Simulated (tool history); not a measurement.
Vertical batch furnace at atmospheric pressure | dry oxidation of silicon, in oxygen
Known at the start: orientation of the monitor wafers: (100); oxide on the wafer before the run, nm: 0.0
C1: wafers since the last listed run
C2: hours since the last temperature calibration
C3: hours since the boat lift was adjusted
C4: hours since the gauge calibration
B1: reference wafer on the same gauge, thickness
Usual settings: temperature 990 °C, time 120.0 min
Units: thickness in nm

run 1 day=0.000 | temperature=990 time=153.0 | C1=0 C2=2318.9 C3=5515.5 C4=664.5 | B1=70.84 | thickness=83.46
run 2 day=1.708 | temperature=990 time=153.0 | C1=433 C2=2359.9 C3=5556.5 C4=705.5 | B1=70.91 | thickness=83.76
run 3 day=4.154 | temperature=990 time=153.0 | C1=620 C2=2418.6 C3=5615.2 C4=764.2 | B1=70.88 | thickness=83.72
run 4 day=6.733 | temperature=990 time=143.5 | C1=654 C2=2480.5 C3=5677.1 C4=826.1 | B1=70.86 | thickness=80.37
run 5 day=9.304 | temperature=990 time=143.5 | C1=652 C2=2542.2 C3=5738.8 C4=887.8 | B1=70.90 | thickness=79.87
run 6 day=11.762 | temperature=990 time=143.5 | C1=623 C2=2601.2 C3=5797.8 C4=946.8 | B1=70.91 | thickness=80.58
run 7 day=14.958 | temperature=990 time=120.0 | C1=811 C2=2677.9 C3=5874.5 C4=1023.5 | B1=70.91 | thickness=70.47
run 8 day=16.896 | temperature=990 time=120.0 | C1=491 C2=2724.4 C3=5921.0 C4=1070.0 | B1=70.84 | thickness=70.54
run 9 day=18.200 | temperature=990 time=120.0 | C1=331 C2=2755.7 C3=5952.3 C4=1101.3 | B1=70.94 | thickness=70.17
run 10 day=23.892 | temperature=990 time=120.0 | C1=1444 C2=2892.3 C3=6088.9 C4=1237.9 | B1=70.94 | thickness=70.84
run 11 day=25.379 | temperature=990 time=120.0 | C1=377 C2=2928.0 C3=6124.6 C4=1273.6 | B1=70.93 | thickness=70.64
run 12 day=27.171 | temperature=976 time=120.0 | C1=454 C2=2971.0 C3=6167.6 C4=1316.6 | B1=70.97 | thickness=61.95
run 13 day=29.058 | temperature=976 time=120.0 | C1=479 C2=3016.3 C3=6212.9 C4=1361.9 | B1=70.93 | thickness=61.85
run 14 day=31.133 | temperature=990 time=120.0 | C1=526 C2=3066.1 C3=6262.7 C4=1411.7 | B1=70.88 | thickness=70.23
run 15 day=32.221 | temperature=969 time=138.0 | C1=276 C2=3092.2 C3=6288.8 C4=1437.8 | B1=70.83 | thickness=64.93
run 16 day=34.717 | temperature=990 time=136.5 | C1=633 C2=3152.1 C3=6348.7 C4=1497.7 | B1=70.94 | thickness=76.76
-- day=36.075 boat lift adjusted
run 17 day=37.121 | temperature=990 time=120.0 | C1=356 C2=3209.8 C3=25.1 C4=1555.4 | B1=70.96 | thickness=70.66
run 18 day=39.238 | temperature=990 time=120.0 | C1=537 C2=3260.6 C3=75.9 C4=1606.2 | B1=70.95 | thickness=70.54
run 19 day=40.933 | temperature=978 time=149.0 | C1=430 C2=3301.3 C3=116.6 C4=1646.9 | B1=70.85 | thickness=73.15
run 20 day=42.567 | temperature=990 time=120.0 | C1=414 C2=3340.5 C3=155.8 C4=1686.1 | B1=70.89 | thickness=70.57
run 21 day=44.900 | temperature=1012 time=139.5 | C1=592 C2=3396.5 C3=211.8 C4=1742.1 | B1=70.92 | thickness=95.90
-- day=45.092 gauge calibrated
-- day=46.600 thermocouples replaced and temperature profile calibrated
run 22 day=46.621 | temperature=990 time=120.0 | C1=182 C2=0.5 C3=253.1 C4=36.7 | B1=70.82 | thickness=67.82
run 23 day=48.117 | temperature=990 time=153.0 | C1=379 C2=36.4 C3=289.0 C4=72.6 | B1=70.88 | thickness=80.02
run 24 day=50.225 | temperature=1003 time=78.0 | C1=535 C2=87.0 C3=339.6 C4=123.2 | B1=70.85 | thickness=57.43
run 25 day=52.771 | temperature=990 time=120.0 | C1=646 C2=148.1 C3=400.7 C4=184.3 | B1=70.98 | thickness=67.68
run 26 day=54.083 | temperature=971 time=169.0 | C1=333 C2=179.6 C3=432.2 C4=215.8 | B1=70.87 | thickness=73.35
run 27 day=56.600 | temperature=980 time=120.0 | C1=638 C2=240.0 C3=492.6 C4=276.2 | B1=70.91 | thickness=61.78
run 28 day=57.758 | temperature=997 time=152.5 | C1=293 C2=267.8 C3=520.4 C4=304.0 | B1=70.87 | thickness=85.85
run 29 day=60.392 | temperature=1002 time=178.5 | C1=668 C2=331.0 C3=583.6 C4=367.2 | B1=70.90 | thickness=100.25

Forecast each of these 4 alternatives for the next run:
run A day=60.604 | temperature=990 time=120.0 | C1=53 C2=336.1 C3=588.7 C4=372.3 | B1=? | thickness=?
run B day=60.604 | temperature=1014 time=173.5 | C1=53 C2=336.1 C3=588.7 C4=372.3 | B1=? | thickness=?
run C day=60.604 | temperature=990 time=137.0 | C1=53 C2=336.1 C3=588.7 C4=372.3 | B1=? | thickness=?
run D day=60.604 | temperature=1014 time=175.5 | C1=53 C2=336.1 C3=588.7 C4=372.3 | B1=? | thickness=?

run=A B1=70.92 thickness=68.64
run=B B1=70.92 thickness=110.72
run=C B1=70.92 thickness=75.29
run=D B1=70.92 thickness=111.58
Without the tool's hidden state the same runs would have given:
run=A thickness=67.53
run=B thickness=109.06
run=C thickness=74.10
run=D thickness=109.91

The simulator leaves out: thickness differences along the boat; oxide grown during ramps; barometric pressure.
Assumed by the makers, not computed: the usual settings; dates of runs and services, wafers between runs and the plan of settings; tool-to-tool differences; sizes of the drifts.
